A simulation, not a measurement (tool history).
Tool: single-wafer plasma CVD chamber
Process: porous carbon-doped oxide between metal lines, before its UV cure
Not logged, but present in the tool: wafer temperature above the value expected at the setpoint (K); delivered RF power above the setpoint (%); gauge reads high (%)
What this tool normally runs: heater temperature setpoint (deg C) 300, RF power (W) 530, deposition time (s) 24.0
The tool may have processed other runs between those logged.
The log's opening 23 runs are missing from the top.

run   hour  heater temperature setpoint (deg C)  RF power (W)  deposition time (s)  wafers since the last listed run  hours since the last thermocouple change  hours since the last RF generator calibration  hours since the showerhead was replaced  hours since the gauge calibration  read-back reference wafer on the same gauge, thickness_nm  mean film thickness on the monitor wafer (nm)
 24  277.2                                  293           485                 22.5                               245                                      94.7                                           63.4                                     80.2                              138.7                                                    110.990                                        112.708
 25  285.4                                  300           530                 24.0                               314                                     102.9                                           71.6                                     88.4                              146.9                                                    111.036                                        125.041
 26  293.3                                  293           530                 26.5                               302                                     110.8                                           79.5                                     96.3                              154.8                                                    110.987                                        142.940
 27  303.3                                  313           530                 26.5                               382                                     120.8                                           89.5                                    106.3                              164.8                                                    111.021                                        129.304
 28  312.4                                  294           600                 24.0                               348                                     129.9                                           98.6                                    115.4                              173.9                                                    111.003                                        143.928
 29  322.4                                  304           435                 26.2                               382                                     139.9                                          108.6                                    125.4                              183.9                                                    111.012                                        109.270
 30  329.7                                  308           530                 24.0                               279                                     147.2                                          115.9                                    132.7                              191.2                                                    111.010                                        119.908
 31  339.9                                  300           530                 20.2                               390                                     157.4                                          126.1                                    142.9                              201.4                                                    110.986                                        105.709

Below are 5 alternative next runs, each starting from the tool's condition after run 31. Predict each:
  A  340.3                                  287           530                 24.0                                15                                     157.8                                          126.5                                    143.3                              201.8                                                          ?                                              ?
  B  340.3                                  311           530                 24.0                                15                                     157.8                                          126.5                                    143.3                              201.8                                                          ?                                              ?
  C  340.3                                  300           615                 24.0                                15                                     157.8                                          126.5                                    143.3                              201.8                                                          ?                                              ?
  D  340.3                                  286           530                 28.7                                15                                     157.8                                          126.5                                    143.3                              201.8                                                          ?                                              ?
  E  340.3                                  305           615                 24.0                                15                                     157.8                                          126.5                                    143.3                              201.8                                                          ?                                              ?

run  read-back reference wafer on the same gauge, thickness_nm  mean film thickness on the monitor wafer (nm)
  A                                                    110.982                                        133.679
  B                                                    110.982                                        118.531
  C                                                    110.982                                        142.301
  D                                                    110.982                                        159.804
  E                                                    110.982                                        138.859
Without the tool's unlogged condition, the same runs would have read:
run  mean film thickness on the monitor wafer (nm)
  A                                        135.852
  B                                        120.376
  C                                        144.518
  D                                        162.404
  E                                        141.012
